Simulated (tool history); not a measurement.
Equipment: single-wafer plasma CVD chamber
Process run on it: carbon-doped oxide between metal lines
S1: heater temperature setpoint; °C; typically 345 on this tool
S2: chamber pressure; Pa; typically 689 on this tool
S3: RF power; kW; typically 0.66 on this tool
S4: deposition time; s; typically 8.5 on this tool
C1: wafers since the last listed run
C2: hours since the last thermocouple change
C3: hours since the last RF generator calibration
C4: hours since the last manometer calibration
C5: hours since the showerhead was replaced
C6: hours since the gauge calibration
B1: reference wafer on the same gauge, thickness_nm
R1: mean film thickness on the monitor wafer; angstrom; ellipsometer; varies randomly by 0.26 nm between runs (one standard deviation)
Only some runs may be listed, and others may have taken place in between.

run,hour,S1,S2,S3,S4,C1,C2,C3,C4,C5,C6,B1,R1
1,0,345,689,0.66,8.5,0,638.2,1673.7,1675.5,4853.1,108.1,52.096,533.16
2,79.9,345,689,0.66,8.5,2250,718.1,1753.6,1755.4,4933,188,52.02,535.37
3,168.8,345,689,0.66,8.5,2504,807,1842.5,1844.3,5021.9,276.9,52.092,539.39
4,235.2,345,689,0.66,8.5,1870,873.4,1908.9,1910.7,5088.3,343.3,51.947,535.53
5,332.3,345,689,0.66,8.5,2735,970.5,2006,2007.8,5185.4,440.4,51.981,531
6,377.6,345,571,0.66,8.15,1275,1015.8,2051.3,2053.1,5230.7,485.7,52.02,493.36
7,464,342,689,0.66,8.5,2433,1102.2,2137.7,2139.5,5317.1,572.1,51.996,534.61
# hour 482.8: capacitance manometer re-zeroed and calibrated
# hour 515.8: showerhead replaced
8,558.4,342,689,0.66,8.5,2208,1196.6,2232.1,75.6,42.6,666.5,52.033,534.02
9,608.5,352,689,0.66,9.17,1411,1246.7,2282.2,125.7,92.7,716.6,51.96,548.94
# hour 678.7: thermocouple changed; heater temperature recalibrated
10,703.5,345,689,0.53,7.33,2450,24.8,2377.2,220.7,187.7,811.6,52.026,385.1
11,757.6,345,689,0.66,8.5,1523,78.9,2431.3,274.8,241.8,865.7,51.936,524.88
12,865.4,345,520,0.66,8.5,3036,186.7,2539.1,382.6,349.6,973.5,52.047,505.06

Run 13 has not been measured yet. What should we expect?
# hour 887.1: RF generator calibrated
13,941.9,345,860,0.66,6.8,1929,263.2,54.8,459.1,426.1,1050,?,?

{"run 13": {"B1": 52.014, "R1": 454.39}}
The same run, on a tool lacking any hidden state, would have yielded R1 459.23 angstrom.
